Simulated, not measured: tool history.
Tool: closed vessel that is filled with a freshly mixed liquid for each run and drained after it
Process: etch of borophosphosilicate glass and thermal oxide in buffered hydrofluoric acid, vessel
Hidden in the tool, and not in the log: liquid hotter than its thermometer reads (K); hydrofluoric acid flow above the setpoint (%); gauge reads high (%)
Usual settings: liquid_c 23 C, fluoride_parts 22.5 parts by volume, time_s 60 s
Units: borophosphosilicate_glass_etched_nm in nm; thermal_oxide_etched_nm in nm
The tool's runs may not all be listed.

run,hour,liquid_c,fluoride_parts,time_s,wafers since the last listed run,hours since the thermometer was replaced,hours since the hydrofluoric acid flow meter was replaced,hours since the gauge calibration,"read-back film thickness of the borophosphosilicate glass reference wafer, read on the same gauge (nm)","read-back film thickness of the thermal oxide reference wafer, read on the same gauge (nm)",borophosphosilicate_glass_etched_nm,thermal_oxide_etched_nm
1,0,23,22.5,40,0,28.5,1957.5,174.8,110,99.97,45.22,20.16
2,63.2,23,22.5,40,6082,91.7,2020.7,238,110,100.03,44.84,20.2
3,112.7,23,22.5,60,4764,141.2,2070.2,287.5,110.01,100.04,68.31,29.92
4,219.8,23,22.5,60,10307,248.3,2177.3,394.6,110,100.02,68.61,29.94
# hour 287.6: hydrofluoric acid flow meter replaced
5,312.4,23,22.5,60,8816,340.9,24.8,487.2,110.01,100.01,70.24,30.1
6,385.9,19,28,40,7074,414.4,98.3,560.7,110.01,99.99,32.17,13.79
7,470.4,23,22.5,60,8132,498.9,182.8,645.2,110,100,69.76,29.82
8,509.4,27,27.5,60,3753,537.9,221.8,684.2,109.99,100.02,75.23,32.93
9,587.4,19.5,22.5,45,7507,615.9,299.8,762.2,110,100,43.22,18.77
10,694.1,23,29,70,10269,722.6,406.5,868.9,110.01,99.99,68.63,29.67
11,798.9,26.5,14,60,10086,827.4,511.3,973.7,110.01,100.02,130.95,57.15
12,845.4,23,22.5,60,4475,873.9,557.8,1020.2,110.02,100.02,70.26,30.29
13,899.8,23,26.5,35,5235,928.3,612.2,1074.6,110.01,100.02,36.96,16.1
14,937.8,28,25,60,3657,966.3,650.2,1112.6,110,100.02,85.89,37.18
15,988.3,23,26,60,4860,1016.8,700.7,1163.1,109.99,100,63.75,27.64
16,1028.2,23,22.5,60,3840,1056.7,740.6,1203,110.01,100.03,70.13,31.1
17,1109.9,27,14.5,35,7863,1138.4,822.3,1284.7,110,99.99,76.01,33.22
18,1169,23,22.5,60,5688,1197.5,881.4,1343.8,110.01,100.03,69.83,30.64
19,1260.1,23,22.5,60,8768,1288.6,972.5,1434.9,110.01,99.97,71.23,30.72
20,1347.7,23,22.5,90,8431,1376.2,1060.1,1522.5,110.02,99.99,107.01,46.91
21,1657,26,22.5,95,29768,1685.5,1369.4,1831.8,110.01,100.01,132.77,58.96
22,1737.9,23,22.5,60,7786,1766.4,1450.3,1912.7,109.99,99.97,72.3,31.56
23,1823.2,19.5,22.5,80,8209,1851.7,1535.6,1998,110,99.99,79.69,34.83
24,1896.4,23,22.5,60,7045,1924.9,1608.8,2071.2,110.01,100.02,72.57,31.6

The tool's hidden state at each run:
hydrofluoric acid flow above the setpoint (%): 0 in every run
gauge reads high (%): 0 in every run
H1: liquid hotter than its thermometer reads (K)
run,H1
1,0.139
2,0.176
3,0.206
4,0.269
5,0.324
6,0.368
7,0.418
8,0.441
9,0.487
10,0.55
11,0.612
12,0.64
13,0.672
14,0.695
15,0.725
16,0.748
17,0.797
18,0.832
19,0.886
20,0.938
21,1.12
22,1.17
23,1.22
24,1.26

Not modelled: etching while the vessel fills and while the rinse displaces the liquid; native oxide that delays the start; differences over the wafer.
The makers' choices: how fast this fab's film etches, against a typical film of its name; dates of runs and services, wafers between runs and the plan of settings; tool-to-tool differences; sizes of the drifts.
